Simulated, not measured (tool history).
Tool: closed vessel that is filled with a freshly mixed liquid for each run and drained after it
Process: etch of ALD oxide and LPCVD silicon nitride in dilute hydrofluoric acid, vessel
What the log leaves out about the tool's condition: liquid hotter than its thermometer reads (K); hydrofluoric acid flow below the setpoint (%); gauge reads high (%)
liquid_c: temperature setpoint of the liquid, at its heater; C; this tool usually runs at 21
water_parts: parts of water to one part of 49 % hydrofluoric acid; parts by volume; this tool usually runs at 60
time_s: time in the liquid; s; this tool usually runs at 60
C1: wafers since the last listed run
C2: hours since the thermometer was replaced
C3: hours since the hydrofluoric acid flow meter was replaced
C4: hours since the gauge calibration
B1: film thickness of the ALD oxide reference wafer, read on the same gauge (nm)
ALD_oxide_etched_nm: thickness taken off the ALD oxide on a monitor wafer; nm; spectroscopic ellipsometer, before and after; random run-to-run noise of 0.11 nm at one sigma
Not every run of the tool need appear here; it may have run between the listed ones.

Run 1, hour 0: usual settings; C1 0; C2 785; C3 884; C4 74.8; B1 149.96. Result: ALD_oxide_etched_nm 30.29 nm.
Run 2, hour 134.4: usual settings; C1 12750; C2 919.4; C3 1018.4; C4 209.2; B1 150.01. Result: ALD_oxide_etched_nm 30.24 nm.
Run 3, hour 193.5: usual settings; C1 5606; C2 978.5; C3 1077.5; C4 268.3; B1 150. Result: ALD_oxide_etched_nm 30.37 nm.
Run 4, hour 248.1: usual settings but liquid_c 17.5 C, water_parts 70 parts by volume; C1 5179; C2 1033.1; C3 1132.1; C4 322.9; B1 149.98. Result: ALD_oxide_etched_nm 22.29 nm.
Run 5, hour 296.2: usual settings but liquid_c 17.5 C, water_parts 70 parts by volume; C1 4563; C2 1081.2; C3 1180.2; C4 371; B1 149.99. Result: ALD_oxide_etched_nm 22.14 nm.
Run 6, hour 334: usual settings but liquid_c 17.5 C, water_parts 70 parts by volume; C1 3586; C2 1119; C3 1218; C4 408.8; B1 150. Result: ALD_oxide_etched_nm 22.14 nm.
Run 7, hour 380.9: usual settings; C1 4449; C2 1165.9; C3 1264.9; C4 455.7; B1 150. Result: ALD_oxide_etched_nm 30.28 nm.
At hour 400.8: thermometer replaced.
Run 8, hour 449: usual settings; C1 6365; C2 48.2; C3 1333; C4 523.8; B1 150.01. Result: ALD_oxide_etched_nm 28.47 nm.
Run 9, hour 482.5: usual settings but liquid_c 18 C, water_parts 90 parts by volume, time_s 80 s; C1 3178; C2 81.7; C3 1366.5; C4 557.3; B1 149.98. Result: ALD_oxide_etched_nm 21.56 nm.
At hour 485.6: gauge calibrated.
Run 10, hour 538.6: usual settings; C1 5322; C2 137.8; C3 1422.6; C4 53; B1 149.98. Result: ALD_oxide_etched_nm 28.47 nm.
At hour 579.1: hydrofluoric acid flow meter replaced.
Run 11, hour 595.7: usual settings; C1 5322; C2 194.9; C3 16.6; C4 110.1; B1 150.01. Result: ALD_oxide_etched_nm 30.98 nm.
Run 12, hour 628.8: usual settings but liquid_c 17.5 C, water_parts 70 parts by volume, time_s 85 s; C1 3140; C2 228; C3 49.7; C4 143.2; B1 149.97. Result: ALD_oxide_etched_nm 31.98 nm.
Run 13, hour 690: usual settings but liquid_c 25.5 C, time_s 35 s; C1 5806; C2 289.2; C3 110.9; C4 204.4; B1 149.99. Result: ALD_oxide_etched_nm 21.69 nm.
Run 14, hour 714.7: usual settings but water_parts 75 parts by volume; C1 2343; C2 313.9; C3 135.6; C4 229.1; B1 149.99. Result: ALD_oxide_etched_nm 24.36 nm.
Run 15, hour 772.8: usual settings but liquid_c 19 C, water_parts 70 parts by volume; C1 5512; C2 372; C3 193.7; C4 287.2; B1 150.04. Result: ALD_oxide_etched_nm 24.16 nm.
Run 16, hour 837.1: usual settings but water_parts 45 parts by volume; C1 6100; C2 436.3; C3 258; C4 351.5; B1 150.01. Result: ALD_oxide_etched_nm 42.05 nm.
Run 17, hour 871.8: usual settings but liquid_c 17 C, time_s 85 s; C1 3292; C2 471; C3 292.7; C4 386.2; B1 150.01. Result: ALD_oxide_etched_nm 37.14 nm.

Measured result minus the same run's result without the hidden state. Both carry the same run-to-run variation, though not necessarily the same gauge scatter:
run  ALD_oxide_etched_nm
  1                -0.21
  2                 -0.2
  3                 -0.2
  4                -0.12
  5                -0.12
  6                 -0.1
  7                -0.18
  8                -2.06
  9                -1.59
 10                -2.05
 11                +0.44
 12                +0.47
 13                 +0.3
 14                +0.36
 15                +0.38
 16                +0.67
 17                +0.63
